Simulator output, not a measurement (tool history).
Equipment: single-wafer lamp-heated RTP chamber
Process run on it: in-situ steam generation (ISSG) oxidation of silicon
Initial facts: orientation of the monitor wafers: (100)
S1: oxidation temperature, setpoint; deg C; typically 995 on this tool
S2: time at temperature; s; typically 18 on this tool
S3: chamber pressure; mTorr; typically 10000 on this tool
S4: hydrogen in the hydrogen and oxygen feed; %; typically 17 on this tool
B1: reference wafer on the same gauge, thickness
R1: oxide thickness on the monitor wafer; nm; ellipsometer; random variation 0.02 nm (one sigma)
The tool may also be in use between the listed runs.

| run | day | S1 | S2 | S3 | S4 | B1 | R1 |
|---|---|---|---|---|---|---|---|
| 1 | 0.000 | 995 | 18 | 10000 | 17 | 3.636 | 4.477 |
| 2 | 0.588 | 995 | 18 | 9100 | 17 | 3.642 | 4.530 |
| 3 | 2.025 | 995 | 18 | 9100 | 17 | 3.642 | 4.508 |
| 4 | 2.383 | 995 | 18 | 10000 | 25 | 3.640 | 4.882 |
| 5 | 2.867 | 995 | 18 | 10200 | 21 | 3.641 | 4.677 |
| 6 | 3.600 | 995 | 18 | 10200 | 21 | 3.638 | 4.692 |
| 7 | 4.279 | 995 | 18 | 10200 | 21 | 3.634 | 4.640 |
| 8 | 4.633 | 995 | 18 | 10000 | 17 | 3.643 | 4.503 |
| 9 | 4.962 | 995 | 18 | 10000 | 17 | 3.643 | 4.479 |
| 10 | 5.808 | 1007 | 18 | 10000 | 17 | 3.642 | 4.720 |
| 11 | 6.362 | 995 | 18 | 9400 | 17 | 3.637 | 4.527 |
| 12 | 7.042 | 995 | 18 | 9400 | 17 | 3.642 | 4.560 |
| 13 | 7.688 | 995 | 18 | 10000 | 17 | 3.638 | 4.543 |
| 14 | 8.042 | 995 | 18 | 10000 | 21 | 3.644 | 4.751 |
| 15 | 8.479 | 995 | 18 | 10200 | 11 | 3.639 | 4.134 |
| 16 | 9.058 | 995 | 18 | 10000 | 17 | 3.639 | 4.523 |
| 17 | 9.525 | 979 | 18 | 10000 | 14 | 3.643 | 4.099 |
| 18 | 9.800 | 995 | 21 | 10000 | 12 | 3.643 | 4.554 |
| 19 | 10.829 | 975 | 24 | 8600 | 25 | 3.638 | 5.197 |
| 20 | 11.208 | 976 | 18 | 10200 | 17 | 3.643 | 4.098 |
| 21 | 11.525 | 975 | 24 | 8600 | 25 | 3.637 | 5.182 |
| 22 | 12.112 | 995 | 18 | 8700 | 17 | 3.639 | 4.516 |
| 23 | 12.642 | 1010 | 21 | 10200 | 11 | 3.642 | 4.647 |
| 24 | 13.604 | 995 | 15 | 10200 | 17 | 3.638 | 4.065 |
| 25 | 13.954 | 995 | 18 | 10000 | 20 | 3.638 | 4.580 |
| 26 | 14.421 | 995 | 18 | 8800 | 24 | 3.645 | 4.909 |
| 27 | 14.796 | 984 | 23 | 10000 | 17 | 3.641 | 4.754 |
| 28 | 15.088 | 995 | 18 | 10000 | 17 | 3.642 | 4.405 |
| 29 | 15.471 | 985 | 13 | 10000 | 17 | 3.641 | 3.718 |
| 30 | 16.212 | 995 | 12 | 9100 | 12 | 3.638 | 3.487 |
| 31 | 16.871 | 995 | 25 | 9400 | 17 | 3.639 | 5.281 |
| 32 | 17.458 | 995 | 18 | 10000 | 17 | 3.640 | 4.446 |

Between the runs listed above, the log contained 4 entries, not reproduced here. Where in the sequence does each belong, and how does what the log doesn't record of the tool's condition differ from the listed run before to the listed run after?
Logged between run 9 and run 10: hydrogen flow controller replaced (day 5.788)
  true wafer temperature minus pyrometer reading, K: 4.41 -> 4.85
  measured value less the no-hidden-state value, R1: +0.076 -> +0.095 nm
Logged between run 11 and run 12: pressure gauge zeroed (day 6.762)
  true wafer temperature minus pyrometer reading, K: 5.15 -> 5.52
  measured value less the no-hidden-state value, R1: +0.089 -> +0.097 nm
Logged between run 18 and run 19: pyrometer window cleaned and pyrometer calibrated (day 10.808)
  true wafer temperature minus pyrometer reading, K: 7.21 -> 0.724
  measured value less the no-hidden-state value, R1: +0.131 -> +0.014 nm
Logged between run 21 and run 22: gauge calibrated (day 11.967)
  true wafer temperature minus pyrometer reading, K: 0.732 -> 0.75
  measured value less the no-hidden-state value, R1: +0.014 -> +0.013 nm
